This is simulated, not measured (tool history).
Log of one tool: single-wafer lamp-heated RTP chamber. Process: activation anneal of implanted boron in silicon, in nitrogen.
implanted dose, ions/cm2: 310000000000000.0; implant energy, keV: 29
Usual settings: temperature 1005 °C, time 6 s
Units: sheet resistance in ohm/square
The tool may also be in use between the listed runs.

run     day  temperature  time  wafers since the last listed run  wafers since the last pyrometer calibration  wafers since the reflector plate was cleaned  hours since the gauge calibration  read-back reference wafer on the same gauge, sheet resistance  sheet resistance
  1   0.000         1005     6                                 0                                         2142                                          2142                             1125.3                                                         266.91            287.70
  2   1.212         1005     6                               473                                         2615                                          2615                             1154.4                                                         267.26            286.28
  3   3.425         1005     3                               864                                         3480                                          3480                             1207.5                                                         266.93            290.44
  4   4.992         1005     6                               612                                         4092                                          4092                             1245.1                                                         267.10            286.20
     11.142  -- pyrometer window cleaned and pyrometer calibrated
  5  12.212         1005     6                              2691                                          417                                          6784                             1418.4                                                         266.92            285.97
     14.775  -- reflector plate cleaned
  6  15.208         1005     6                              1040                                         1458                                           169                             1490.3                                                         266.81            286.86
  7  17.167         1005     6                               765                                         2223                                           934                             1537.3                                                         266.77            287.04
  8  19.267         1005     8                               820                                         3044                                          1755                             1587.7                                                         266.86            286.82
  9  21.683         1005     8                               944                                         3989                                          2700                             1645.7                                                         266.91            286.21
 10  23.025         1005     8                               524                                         4513                                          3224                             1677.9                                                         267.19            284.04
 11  24.888         1005     6                               727                                         5241                                          3952                             1722.6                                                         266.97            286.44
 12  27.225         1022     4                               913                                         6154                                          4865                             1778.7                                                         267.05            282.32
 13  29.688         1022     4                               962                                         7117                                          5828                             1837.8                                                         266.98            282.11
     31.612  -- pyrometer window cleaned and pyrometer calibrated
 14  32.158         1022     4                               835                                          213                                          6663                             1897.1                                                         266.87            282.52
     32.279  -- gauge calibrated
     33.292  -- reflector plate cleaned
 15  33.542         1005     6                               410                                          624                                            97                               30.3                                                         267.01            285.99
 16  35.446         1005     6                               744                                         1368                                           841                               76.0                                                         267.14            286.93
 17  37.950          975     5                               978                                         2347                                          1819                              136.1                                                         267.02            315.85
 18  40.088          993     3                               835                                         3182                                          2655                              187.4                                                         266.94            296.19
 19  42.804          983     6                              1061                                         4244                                          3717                              252.6                                                         266.78            304.14
 20  44.288         1022     4                               579                                         4823                                          4296                              288.2                                                         266.87            282.80
 21  46.358         1005     6                               809                                         5633                                          5106                              337.9                                                         266.98            287.18
 22  47.762         1035     3                               548                                         6182                                          5654                              371.6                                                         266.97            280.69
     49.696  -- pyrometer window cleaned and pyrometer calibrated
 23  49.717         1014     7                               633                                            7                                          6288                              418.5                                                         266.93            282.96
     50.229  -- reflector plate cleaned
 24  51.133         1035     5                               423                                          431                                           353                              452.5                                                         267.19            280.01
 25  53.408         1015     6                               889                                         1320                                          1242                              507.1                                                         267.12            284.24
 26  56.325          978     6                              1139                                         2460                                          2382                              577.1                                                         266.93            309.09
 27  59.271          978     9                              1151                                         3611                                          3533                              647.8                                                         266.96            307.25
 28  61.654          984     4                               931                                         4542                                          4465                              705.0                                                         266.80            304.14
 29  63.500         1005     6                               721                                         5264                                          5186                              749.3                                                         267.05            286.49
 30  65.712          994     3                               864                                         6129                                          6051                              802.4                                                         266.94            297.16
 31  68.212         1016     3                               977                                         7106                                          7028                              862.4                                                         266.89            285.18
     70.888  -- reflector plate cleaned
     70.904  -- pyrometer window cleaned and pyrometer calibrated
 32  71.058          985     3                               974                                           59                                            59                              930.7                                                         267.02            303.65
 33  72.192          979     6                               442                                          502                                           502                              957.9                                                         266.94            309.34
 34  79.850         1005     9                              2993                                         3495                                          3495                             1141.7                                                         267.07            285.05
 35  81.808         1005     6                               765                                         4261                                          4261                             1188.7                                                         267.16            286.22
 36  84.238         1020     6                               949                                         5210                                          5210                             1247.0                                                         266.89            283.18
 37  85.383         1033     6                               447                                         5658                                          5658                             1274.5                                                         267.10            280.77

Hidden state at the last listed run before each entry between runs and at the first one after, where it differs:
Between runs 4 and 5: pyrometer window cleaned and pyrometer calibrated (day 11.142)
  no hidden state differs between the two runs
Between runs 5 and 6: reflector plate cleaned (day 14.775)
  no hidden state differs between the two runs
Between runs 13 and 14: pyrometer window cleaned and pyrometer calibrated (day 31.612)
  no hidden state differs between the two runs
Between runs 14 and 15: gauge calibrated (day 32.279); reflector plate cleaned (day 33.292)
  no hidden state differs between the two runs
Between runs 22 and 23: pyrometer window cleaned and pyrometer calibrated (day 49.696)
  no hidden state differs between the two runs
Between runs 23 and 24: reflector plate cleaned (day 50.229)
  no hidden state differs between the two runs
Between runs 31 and 32: reflector plate cleaned (day 70.888); pyrometer window cleaned and pyrometer calibrated (day 70.904)
  no hidden state differs between the two runs
